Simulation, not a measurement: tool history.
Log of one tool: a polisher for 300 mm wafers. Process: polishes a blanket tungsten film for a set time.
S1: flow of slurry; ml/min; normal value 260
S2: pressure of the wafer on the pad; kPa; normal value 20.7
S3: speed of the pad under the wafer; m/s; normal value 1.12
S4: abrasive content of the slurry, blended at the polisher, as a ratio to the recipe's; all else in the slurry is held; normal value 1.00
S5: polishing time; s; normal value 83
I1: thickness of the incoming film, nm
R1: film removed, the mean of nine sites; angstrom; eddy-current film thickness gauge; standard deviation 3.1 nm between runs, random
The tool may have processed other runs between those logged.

run 1 hour=0.0 | S1=260 S2=20.7 S3=1.12 S4=1.00 S5=83 | I1=1017.7 | R1=3225
run 2 hour=37.4 | S1=260 S2=20.7 S3=1.12 S4=1.00 S5=83 | I1=1008.3 | R1=3207
-- hour=52.5 head pressure recalibrated
-- hour=94.3 slurry tank refilled with fresh slurry and peroxide
run 3 hour=134.3 | S1=260 S2=20.7 S3=1.12 S4=1.00 S5=83 | I1=1011.5 | R1=3256
run 4 hour=179.6 | S1=260 S2=15.9 S3=0.86 S4=1.30 S5=83 | I1=1005.5 | R1=2142
run 5 hour=249.1 | S1=175 S2=16.5 S3=0.82 S4=0.80 S5=83 | I1=1006.0 | R1=1765
run 6 hour=348.8 | S1=260 S2=18.6 S3=1.12 S4=0.85 S5=69 | I1=1016.4 | R1=2316
run 7 hour=388.2 | S1=260 S2=20.7 S3=1.12 S4=1.00 S5=83 | I1=1022.4 | R1=3267
run 8 hour=446.4 | S1=260 S2=20.7 S3=1.12 S4=1.00 S5=83 | I1=1024.8 | R1=3246
-- hour=475.5 slurry blender recalibrated
run 9 hour=518.1 | S1=260 S2=20.7 S3=1.12 S4=1.00 S5=83 | I1=1004.6 | R1=3236
-- hour=565.9 slurry nozzle cleaned
-- hour=582.8 worn pad replaced by a new one
run 10 hour=611.3 | S1=260 S2=27.6 S3=0.92 S4=0.75 S5=100 | I1=1007.2 | R1=3748
run 11 hour=699.5 | S1=260 S2=20.7 S3=1.12 S4=1.00 S5=83 | I1=1015.2 | R1=3210
run 12 hour=750.7 | S1=290 S2=16.5 S3=1.12 S4=1.00 S5=83 | I1=1000.2 | R1=2736
-- hour=798.1 head pressure recalibrated
run 13 hour=807.3 | S1=260 S2=20.7 S3=1.12 S4=0.85 S5=83 | I1=1000.7 | R1=3081
-- hour=834.9 slurry tank refilled with fresh slurry and peroxide
run 14 hour=913.6 | S1=260 S2=20.7 S3=1.12 S4=1.00 S5=91 | I1=1007.5 | R1=3493
run 15 hour=1021.1 | S1=220 S2=20.7 S3=1.12 S4=0.90 S5=83 | I1=998.6 | R1=3072
-- hour=1054.8 slurry blender recalibrated
run 16 hour=1094.7 | S1=260 S2=20.7 S3=1.12 S4=1.00 S5=83 | I1=1004.8 | R1=3217
run 17 hour=1141.0 | S1=260 S2=17.9 S3=0.86 S4=1.15 S5=83 | I1=999.3 | R1=2285
run 18 hour=1188.7 | S1=260 S2=20.7 S3=1.22 S4=1.25 S5=83 | I1=1007.6 | R1=3656
-- hour=1200.5 slurry nozzle cleaned
-- hour=1247.3 worn pad replaced by a new one
run 19 hour=1254.8 | S1=260 S2=16.5 S3=1.12 S4=0.70 S5=83 | I1=1008.0 | R1=2533
run 20 hour=1303.3 | S1=260 S2=27.6 S3=0.92 S4=0.75 S5=100 | I1=995.4 | R1=3770
run 21 hour=1348.3 | S1=340 S2=20.7 S3=1.12 S4=1.10 S5=105 | I1=1023.1 | R1=4238
run 22 hour=1455.7 | S1=260 S2=20.7 S3=1.12 S4=1.00 S5=83 | I1=1003.6 | R1=3185
-- hour=1469.2 head pressure recalibrated
run 23 hour=1551.6 | S1=260 S2=22.8 S3=1.12 S4=1.10 S5=101 | I1=1026.1 | R1=4322
-- hour=1602.4 slurry tank refilled with fresh slurry and peroxide
run 24 hour=1648.5 | S1=210 S2=20.7 S3=1.12 S4=1.00 S5=83 | I1=1008.1 | R1=3124
-- hour=1679.1 slurry blender recalibrated
-- hour=1834.4 worn pad replaced by a new one
run 25 hour=1840.7 | S1=260 S2=14.5 S3=1.12 S4=1.00 S5=83 | I1=1026.4 | R1=2441
run 26 hour=1930.3 | S1=260 S2=20.7 S3=1.12 S4=0.80 S5=83 | I1=1010.8 | R1=3051
-- hour=1962.2 slurry nozzle cleaned
run 27 hour=2027.4 | S1=260 S2=20.7 S3=1.12 S4=1.00 S5=83 | I1=1001.7 | R1=3273

Below are 3 alternative next runs, each starting from the tool's condition after run 27. Predict each:
run A hour=2027.8 | S1=260 S2=20.7 S3=1.12 S4=1.00 S5=83 | I1=1008.0 | R1=?
run B hour=2027.8 | S1=260 S2=26.9 S3=1.12 S4=1.00 S5=111 | I1=1008.0 | R1=?
run C hour=2027.8 | S1=260 S2=24.8 S3=1.12 S4=1.00 S5=83 | I1=1008.0 | R1=?

run=A R1=3206
run=B R1=5287
run=C R1=3704
With the hidden condition removed and each run's random variation left untouched, the same runs would have given:
run=A R1=3206
run=B R1=5287
run=C R1=3704
